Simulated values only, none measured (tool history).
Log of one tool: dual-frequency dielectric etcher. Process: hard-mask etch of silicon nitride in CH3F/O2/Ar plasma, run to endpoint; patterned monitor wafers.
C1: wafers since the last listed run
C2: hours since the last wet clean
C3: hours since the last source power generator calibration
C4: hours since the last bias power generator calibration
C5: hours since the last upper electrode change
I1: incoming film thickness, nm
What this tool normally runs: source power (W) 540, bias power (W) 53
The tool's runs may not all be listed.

{"run": 1, "day": 0.0, "source power (W)": 540, "bias power (W)": 53, "C1": 0, "C2": 410.4, "C3": 2009.9, "C4": 3876.8, "C5": 2728.9, "I1": 42.93, "endpoint time (s)": 62.9}
{"run": 2, "day": 1.496, "source power (W)": 540, "bias power (W)": 60, "C1": 290, "C2": 446.3, "C3": 2045.8, "C4": 3912.7, "C5": 2764.8, "I1": 42.74, "endpoint time (s)": 60.4}
{"run": 3, "day": 2.683, "source power (W)": 540, "bias power (W)": 53, "C1": 230, "C2": 474.8, "C3": 2074.3, "C4": 3941.2, "C5": 2793.3, "I1": 42.91, "endpoint time (s)": 62.8}
{"day": 3.896, "done": "wet clean of the chamber"}
{"run": 4, "day": 3.917, "source power (W)": 540, "bias power (W)": 53, "C1": 45, "C2": 0.5, "C3": 2103.9, "C4": 3970.8, "C5": 2822.9, "I1": 42.47, "endpoint time (s)": 66.3}
{"run": 5, "day": 4.733, "source power (W)": 540, "bias power (W)": 53, "C1": 158, "C2": 20.1, "C3": 2123.5, "C4": 3990.4, "C5": 2842.5, "I1": 43.07, "endpoint time (s)": 66.3}
{"run": 6, "day": 5.242, "source power (W)": 540, "bias power (W)": 53, "C1": 98, "C2": 32.3, "C3": 2135.7, "C4": 4002.6, "C5": 2854.7, "I1": 42.87, "endpoint time (s)": 66.2}
{"run": 7, "day": 6.1, "source power (W)": 650, "bias power (W)": 53, "C1": 166, "C2": 52.9, "C3": 2156.3, "C4": 4023.2, "C5": 2875.3, "I1": 42.93, "endpoint time (s)": 58.8}
{"run": 8, "day": 7.038, "source power (W)": 650, "bias power (W)": 53, "C1": 182, "C2": 75.4, "C3": 2178.8, "C4": 4045.7, "C5": 2897.8, "I1": 43.27, "endpoint time (s)": 60.5}
{"day": 8.058, "done": "upper electrode replaced"}
{"run": 9, "day": 8.312, "source power (W)": 650, "bias power (W)": 53, "C1": 53, "C2": 106.0, "C3": 2209.4, "C4": 4076.3, "C5": 6.1, "I1": 43.36, "endpoint time (s)": 59.9}
{"run": 10, "day": 9.108, "source power (W)": 540, "bias power (W)": 53, "C1": 154, "C2": 125.1, "C3": 2228.5, "C4": 4095.4, "C5": 25.2, "I1": 43.39, "endpoint time (s)": 66.0}
{"run": 11, "day": 10.417, "source power (W)": 540, "bias power (W)": 53, "C1": 254, "C2": 156.5, "C3": 2259.9, "C4": 4126.8, "C5": 56.6, "I1": 42.39, "endpoint time (s)": 64.5}
{"run": 12, "day": 11.0, "source power (W)": 540, "bias power (W)": 53, "C1": 113, "C2": 170.5, "C3": 2273.9, "C4": 4140.8, "C5": 70.6, "I1": 42.5, "endpoint time (s)": 65.1}
{"run": 13, "day": 12.246, "source power (W)": 510, "bias power (W)": 43, "C1": 242, "C2": 200.4, "C3": 2303.8, "C4": 4170.7, "C5": 100.5, "I1": 42.64, "endpoint time (s)": 70.2}
{"run": 14, "day": 13.492, "source power (W)": 410, "bias power (W)": 65, "C1": 242, "C2": 230.3, "C3": 2333.7, "C4": 4200.6, "C5": 130.4, "I1": 42.68, "endpoint time (s)": 72.6}
{"run": 15, "day": 14.621, "source power (W)": 540, "bias power (W)": 60, "C1": 219, "C2": 257.4, "C3": 2360.8, "C4": 4227.7, "C5": 157.5, "I1": 42.79, "endpoint time (s)": 62.1}
{"day": 15.442, "done": "bias power generator calibrated"}
{"run": 16, "day": 15.475, "source power (W)": 610, "bias power (W)": 53, "C1": 133, "C2": 277.9, "C3": 2381.3, "C4": 0.8, "C5": 178.0, "I1": 42.97, "endpoint time (s)": 60.8}
{"run": 17, "day": 16.475, "source power (W)": 400, "bias power (W)": 61, "C1": 194, "C2": 301.9, "C3": 2405.3, "C4": 24.8, "C5": 202.0, "I1": 42.48, "endpoint time (s)": 74.3}
{"run": 18, "day": 17.733, "source power (W)": 670, "bias power (W)": 63, "C1": 244, "C2": 332.1, "C3": 2435.5, "C4": 55.0, "C5": 232.2, "I1": 43.05, "endpoint time (s)": 54.4}
{"run": 19, "day": 19.117, "source power (W)": 670, "bias power (W)": 53, "C1": 269, "C2": 365.3, "C3": 2468.7, "C4": 88.2, "C5": 265.4, "I1": 43.08, "endpoint time (s)": 57.2}
{"day": 22.858, "done": "wet clean of the chamber"}
{"run": 20, "day": 22.879, "source power (W)": 680, "bias power (W)": 41, "C1": 537, "C2": 0.5, "C3": 2559.0, "C4": 178.5, "C5": 355.7, "I1": 43.22, "endpoint time (s)": 61.5}
{"run": 21, "day": 23.792, "source power (W)": 630, "bias power (W)": 56, "C1": 177, "C2": 22.4, "C3": 2580.9, "C4": 200.4, "C5": 377.6, "I1": 42.88, "endpoint time (s)": 59.1}
{"day": 24.15, "done": "source power generator calibrated"}
{"run": 22, "day": 24.433, "source power (W)": 490, "bias power (W)": 53, "C1": 92, "C2": 37.8, "C3": 6.8, "C4": 215.8, "C5": 393.0, "I1": 42.98, "endpoint time (s)": 69.1}
{"run": 23, "day": 25.088, "source power (W)": 540, "bias power (W)": 53, "C1": 127, "C2": 53.5, "C3": 22.5, "C4": 231.5, "C5": 408.7, "I1": 42.86, "endpoint time (s)": 65.1}
{"run": 24, "day": 26.508, "source power (W)": 600, "bias power (W)": 42, "C1": 276, "C2": 87.6, "C3": 56.6, "C4": 265.6, "C5": 442.8, "I1": 43.11, "endpoint time (s)": 65.0}
{"run": 25, "day": 27.458, "source power (W)": 540, "bias power (W)": 47, "C1": 184, "C2": 110.4, "C3": 79.4, "C4": 288.4, "C5": 465.6, "I1": 42.73, "endpoint time (s)": 66.1}
{"run": 26, "day": 28.358, "source power (W)": 610, "bias power (W)": 44, "C1": 175, "C2": 132.0, "C3": 101.0, "C4": 310.0, "C5": 487.2, "I1": 42.69, "endpoint time (s)": 62.6}
{"run": 27, "day": 29.021, "source power (W)": 540, "bias power (W)": 61, "C1": 128, "C2": 147.9, "C3": 116.9, "C4": 325.9, "C5": 503.1, "I1": 42.86, "endpoint time (s)": 62.5}
{"run": 28, "day": 30.046, "source power (W)": 650, "bias power (W)": 44, "C1": 199, "C2": 172.5, "C3": 141.5, "C4": 350.5, "C5": 527.7, "I1": 43.22, "endpoint time (s)": 61.1}
{"run": 29, "day": 31.133, "source power (W)": 420, "bias power (W)": 63, "C1": 211, "C2": 198.6, "C3": 167.6, "C4": 376.6, "C5": 553.8, "I1": 42.66, "endpoint time (s)": 71.6}
{"run": 30, "day": 32.554, "source power (W)": 400, "bias power (W)": 49, "C1": 276, "C2": 232.7, "C3": 201.7, "C4": 410.7, "C5": 587.9, "I1": 42.91, "endpoint time (s)": 80.1}
{"run": 31, "day": 33.262, "source power (W)": 540, "bias power (W)": 53, "C1": 137, "C2": 249.7, "C3": 218.7, "C4": 427.7, "C5": 604.9, "I1": 43.05, "endpoint time (s)": 64.9}

Forecast run 32:
{"run": 32, "day": 34.204, "source power (W)": 540, "bias power (W)": 63, "C1": 183, "C2": 272.3, "C3": 241.3, "C4": 450.3, "C5": 627.5, "I1": 42.76, "endpoint time (s)": "?"}

Run 32 gave endpoint time (s) 60.8.
With the hidden condition absent and the run-to-run variation left alone, this run would have shown endpoint time (s) 63.1.
